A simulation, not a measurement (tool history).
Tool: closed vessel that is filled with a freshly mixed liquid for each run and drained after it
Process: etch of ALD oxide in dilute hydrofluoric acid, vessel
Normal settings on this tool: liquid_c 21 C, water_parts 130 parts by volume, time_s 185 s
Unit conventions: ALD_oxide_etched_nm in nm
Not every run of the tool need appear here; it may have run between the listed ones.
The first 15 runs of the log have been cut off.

| run | hour | liquid_c | water_parts | time_s | read-back film thickness of the ALD oxide reference wafer, read on the same gauge (nm) | ALD_oxide_etched_nm |
|---|---|---|---|---|---|---|
| 16 | 986.3 | 18.5 | 130 | 185 | 150 | 35.52 |
| 17 | 1049.4 | 22.5 | 75 | 185 | 149.99 | 76.01 |
| 18 | 1128.1 | 21 | 130 | 185 | 150.02 | 38.77 |
| 19 | 1224.4 | 25.5 | 100 | 115 | 150.01 | 38.04 |
| 20 | 1287.4 | 23.5 | 90 | 245 | 149.99 | 84.66 |
| 21 | 1338.2 | 19.5 | 80 | 90 | 150 | 30.03 |
|  | 1339.5 | hydrofluoric acid flow meter replaced |
| 22 | 1377.6 | 21 | 180 | 185 | 150.02 | 26.52 |
| 23 | 1420.4 | 21 | 130 | 185 | 149.99 | 38.97 |
| 24 | 1475 | 21 | 100 | 150 | 150.04 | 42.41 |
| 25 | 1530.8 | 22.5 | 130 | 185 | 149.99 | 40.78 |
| 26 | 1606.3 | 21 | 130 | 185 | 150.02 | 38.12 |
| 27 | 1698.5 | 18.5 | 75 | 290 | 150.02 | 97.53 |
|  | 1723.2 | thermometer replaced |
| 28 | 1790 | 21 | 130 | 185 | 149.98 | 39.62 |
|  | 1818.2 | hydrofluoric acid flow meter replaced |
| 29 | 1847.2 | 21 | 85 | 185 | 150.03 | 66.06 |
|  | 1889.9 | gauge calibrated |
| 30 | 1964.9 | 21 | 130 | 185 | 150.03 | 40.37 |

Forecast run 31:
| 31 | 2071.5 | 19 | 130 | 185 | ? | ? |

Logged for run 31: read-back film thickness of the ALD oxide reference wafer, read on the same gauge (nm) 150.04, ALD_oxide_etched_nm 36.69 nm.
Minus the tool's unlogged condition, the same run would have read ALD_oxide_etched_nm 37.82 nm.

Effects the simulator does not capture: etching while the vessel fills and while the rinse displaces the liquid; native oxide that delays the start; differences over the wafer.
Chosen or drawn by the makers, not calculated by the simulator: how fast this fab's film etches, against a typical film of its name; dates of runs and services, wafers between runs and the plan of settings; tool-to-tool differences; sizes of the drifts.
